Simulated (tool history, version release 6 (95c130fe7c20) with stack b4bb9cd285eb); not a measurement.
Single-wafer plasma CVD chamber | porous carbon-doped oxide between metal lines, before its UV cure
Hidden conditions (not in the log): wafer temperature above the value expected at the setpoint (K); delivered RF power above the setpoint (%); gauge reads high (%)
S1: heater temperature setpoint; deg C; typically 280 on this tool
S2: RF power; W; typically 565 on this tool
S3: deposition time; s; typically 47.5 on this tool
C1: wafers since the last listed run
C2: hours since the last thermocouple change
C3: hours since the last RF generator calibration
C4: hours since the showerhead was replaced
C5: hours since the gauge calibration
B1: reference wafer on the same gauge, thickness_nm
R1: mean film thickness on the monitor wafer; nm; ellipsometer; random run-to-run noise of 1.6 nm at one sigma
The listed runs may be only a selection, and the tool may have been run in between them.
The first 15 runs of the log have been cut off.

run 16 hour=225.2 | S1=288 S2=630 S3=53.2 | C1=115 C2=73.9 C3=78.7 C4=7.1 C5=23.2 | B1=234.149 | R1=325.844
run 17 hour=237.0 | S1=285 S2=610 S3=43.7 | C1=205 C2=85.7 C3=90.5 C4=18.9 C5=35.0 | B1=233.919 | R1=263.326
run 18 hour=248.8 | S1=280 S2=565 S3=52.9 | C1=205 C2=97.5 C3=102.3 C4=30.7 C5=46.8 | B1=234.064 | R1=304.164
run 19 hour=264.9 | S1=280 S2=565 S3=41.4 | C1=281 C2=113.6 C3=118.4 C4=46.8 C5=62.9 | B1=234.072 | R1=240.248
run 20 hour=274.1 | S1=280 S2=565 S3=47.5 | C1=160 C2=122.8 C3=127.6 C4=56.0 C5=72.1 | B1=233.963 | R1=272.898
run 21 hour=285.6 | S1=280 S2=565 S3=47.5 | C1=200 C2=134.3 C3=139.1 C4=67.5 C5=83.6 | B1=233.901 | R1=273.821
run 22 hour=306.1 | S1=269 S2=615 S3=56.5 | C1=357 C2=154.8 C3=159.6 C4=88.0 C5=104.1 | B1=234.170 | R1=376.599
run 23 hour=322.8 | S1=280 S2=565 S3=47.5 | C1=291 C2=171.5 C3=176.3 C4=104.7 C5=120.8 | B1=234.109 | R1=270.624
run 24 hour=338.4 | S1=285 S2=595 S3=47.5 | C1=272 C2=187.1 C3=191.9 C4=120.3 C5=136.4 | B1=233.596 | R1=273.629
run 25 hour=353.2 | S1=280 S2=565 S3=47.5 | C1=258 C2=201.9 C3=206.7 C4=135.1 C5=151.2 | B1=233.927 | R1=271.911
run 26 hour=366.7 | S1=280 S2=535 S3=47.5 | C1=235 C2=215.4 C3=220.2 C4=148.6 C5=164.7 | B1=233.885 | R1=252.972
run 27 hour=383.6 | S1=280 S2=565 S3=47.5 | C1=295 C2=232.3 C3=237.1 C4=165.5 C5=181.6 | B1=233.819 | R1=272.352
run 28 hour=395.1 | S1=280 S2=565 S3=50.8 | C1=200 C2=243.8 C3=248.6 C4=177.0 C5=193.1 | B1=233.872 | R1=284.142
run 29 hour=410.8 | S1=280 S2=565 S3=55.8 | C1=274 C2=259.5 C3=264.3 C4=192.7 C5=208.8 | B1=233.812 | R1=316.566
run 30 hour=419.1 | S1=268 S2=645 S3=47.5 | C1=144 C2=267.8 C3=272.6 C4=201.0 C5=217.1 | B1=234.161 | R1=330.715
run 31 hour=433.2 | S1=280 S2=565 S3=47.5 | C1=246 C2=281.9 C3=286.7 C4=215.1 C5=231.2 | B1=233.835 | R1=265.942
run 32 hour=446.0 | S1=280 S2=525 S3=47.5 | C1=223 C2=294.7 C3=299.5 C4=227.9 C5=244.0 | B1=234.142 | R1=247.867
run 33 hour=460.2 | S1=280 S2=565 S3=47.5 | C1=247 C2=308.9 C3=313.7 C4=242.1 C5=258.2 | B1=234.254 | R1=263.133
run 34 hour=474.0 | S1=280 S2=565 S3=40.6 | C1=240 C2=322.7 C3=327.5 C4=255.9 C5=272.0 | B1=233.675 | R1=227.290
run 35 hour=489.2 | S1=291 S2=565 S3=47.5 | C1=265 C2=337.9 C3=342.7 C4=271.1 C5=287.2 | B1=233.784 | R1=249.299

Alternative continuations, all from the tool just after run 35; predict every row:
run A hour=489.6 | S1=290 S2=565 S3=47.5 | C1=6 C2=338.3 C3=343.1 C4=271.5 C5=287.6 | B1=? | R1=?
run B hour=489.6 | S1=267 S2=630 S3=55.6 | C1=6 C2=338.3 C3=343.1 C4=271.5 C5=287.6 | B1=? | R1=?
run C hour=489.6 | S1=280 S2=565 S3=40.0 | C1=6 C2=338.3 C3=343.1 C4=271.5 C5=287.6 | B1=? | R1=?

run=A B1=233.843 R1=251.481
run=B B1=233.843 R1=376.346
run=C B1=233.843 R1=226.046
Stripped of hidden state, with their random variation kept, the same runs would have yielded:
run=A R1=269.735
run=B R1=403.155
run=C R1=242.453
